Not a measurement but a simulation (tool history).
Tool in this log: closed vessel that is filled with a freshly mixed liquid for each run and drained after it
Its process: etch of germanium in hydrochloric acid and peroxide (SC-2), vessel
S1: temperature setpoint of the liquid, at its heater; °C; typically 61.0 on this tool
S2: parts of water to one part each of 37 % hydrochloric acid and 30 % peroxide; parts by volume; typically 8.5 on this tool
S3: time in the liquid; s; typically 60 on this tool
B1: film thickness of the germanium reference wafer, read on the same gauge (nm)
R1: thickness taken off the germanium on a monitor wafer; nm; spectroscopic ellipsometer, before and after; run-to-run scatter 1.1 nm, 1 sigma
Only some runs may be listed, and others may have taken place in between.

{"run": 1, "hour": 0.0, "S1": 61.0, "S2": 10.0, "S3": 60, "B1": 140.0, "R1": 170.4}
{"run": 2, "hour": 28.3, "S1": 61.0, "S2": 10.0, "S3": 60, "B1": 139.97, "R1": 170.77}
{"run": 3, "hour": 63.3, "S1": 61.0, "S2": 8.5, "S3": 60, "B1": 139.97, "R1": 171.46}
{"hour": 70.3, "done": "gauge calibrated"}
{"run": 4, "hour": 84.2, "S1": 61.0, "S2": 8.5, "S3": 60, "B1": 139.98, "R1": 171.87}
{"run": 5, "hour": 98.6, "S1": 61.0, "S2": 8.5, "S3": 60, "B1": 139.99, "R1": 171.56}
{"run": 6, "hour": 121.8, "S1": 61.0, "S2": 8.5, "S3": 60, "B1": 140.01, "R1": 172.26}
{"run": 7, "hour": 148.4, "S1": 61.0, "S2": 7.5, "S3": 60, "B1": 139.98, "R1": 174.45}
{"run": 8, "hour": 170.0, "S1": 61.0, "S2": 8.5, "S3": 60, "B1": 139.96, "R1": 173.83}
{"run": 9, "hour": 202.1, "S1": 61.0, "S2": 8.5, "S3": 60, "B1": 140.03, "R1": 169.76}
{"hour": 206.0, "done": "thermometer replaced"}
{"hour": 227.2, "done": "chemicals flow meter replaced"}
{"run": 10, "hour": 233.0, "S1": 67.0, "S2": 7.0, "S3": 30, "B1": 139.98, "R1": 111.25}
{"run": 11, "hour": 252.9, "S1": 61.0, "S2": 8.5, "S3": 60, "B1": 139.99, "R1": 185.33}
{"run": 12, "hour": 287.9, "S1": 61.0, "S2": 5.0, "S3": 60, "B1": 140.01, "R1": 191.06}
{"run": 13, "hour": 308.2, "S1": 61.0, "S2": 8.5, "S3": 60, "B1": 140.0, "R1": 184.13}
{"run": 14, "hour": 320.3, "S1": 61.0, "S2": 8.5, "S3": 50, "B1": 139.96, "R1": 155.19}
{"run": 15, "hour": 351.3, "S1": 61.0, "S2": 12.0, "S3": 60, "B1": 140.0, "R1": 178.33}
{"run": 16, "hour": 365.2, "S1": 61.0, "S2": 8.5, "S3": 60, "B1": 140.03, "R1": 185.21}
{"run": 17, "hour": 399.2, "S1": 61.0, "S2": 8.5, "S3": 95, "B1": 140.05, "R1": 289.35}
{"run": 18, "hour": 428.2, "S1": 61.0, "S2": 8.5, "S3": 85, "B1": 140.02, "R1": 260.33}
{"run": 19, "hour": 453.7, "S1": 64.0, "S2": 8.5, "S3": 60, "B1": 139.99, "R1": 203.14}
{"run": 20, "hour": 480.3, "S1": 57.0, "S2": 5.5, "S3": 40, "B1": 140.04, "R1": 111.31}
{"run": 21, "hour": 508.9, "S1": 55.5, "S2": 5.0, "S3": 50, "B1": 139.97, "R1": 132.51}
{"run": 22, "hour": 544.5, "S1": 64.5, "S2": 8.5, "S3": 30, "B1": 140.02, "R1": 101.64}
{"run": 23, "hour": 563.2, "S1": 61.0, "S2": 8.5, "S3": 60, "B1": 140.02, "R1": 183.41}
{"run": 24, "hour": 615.2, "S1": 61.0, "S2": 8.5, "S3": 60, "B1": 140.03, "R1": 181.37}
{"run": 25, "hour": 643.9, "S1": 61.0, "S2": 6.0, "S3": 60, "B1": 139.99, "R1": 187.25}
{"run": 26, "hour": 668.8, "S1": 61.0, "S2": 8.5, "S3": 75, "B1": 139.99, "R1": 228.27}
{"run": 27, "hour": 699.8, "S1": 64.0, "S2": 6.0, "S3": 60, "B1": 139.96, "R1": 205.12}
{"run": 28, "hour": 730.5, "S1": 65.0, "S2": 8.5, "S3": 60, "B1": 140.06, "R1": 202.34}
{"run": 29, "hour": 745.3, "S1": 57.5, "S2": 12.0, "S3": 75, "B1": 140.01, "R1": 196.39}

5 ways to go on from here, each from the tool as it stands after run 29. What would each give?
{"run": "A", "hour": 746.0, "S1": 61.0, "S2": 8.5, "S3": 60, "B1": "?", "R1": "?"}
{"run": "B", "hour": 746.0, "S1": 69.0, "S2": 11.5, "S3": 75, "B1": "?", "R1": "?"}
{"run": "C", "hour": 746.0, "S1": 56.0, "S2": 10.0, "S3": 85, "B1": "?", "R1": "?"}
{"run": "D", "hour": 746.0, "S1": 61.0, "S2": 4.5, "S3": 80, "B1": "?", "R1": "?"}
{"run": "E", "hour": 746.0, "S1": 53.0, "S2": 10.5, "S3": 75, "B1": "?", "R1": "?"}

run=A B1=140.05 R1=181.37
run=B B1=140.05 R1=275.35
run=C B1=140.05 R1=217.83
run=D B1=140.05 R1=250.17
run=E B1=140.05 R1=174.46
Without the tool's unlogged condition, the same runs would have read:
run=A R1=185.48
run=B R1=281.17
run=C R1=222.90
run=D R1=255.96
run=E R1=178.59
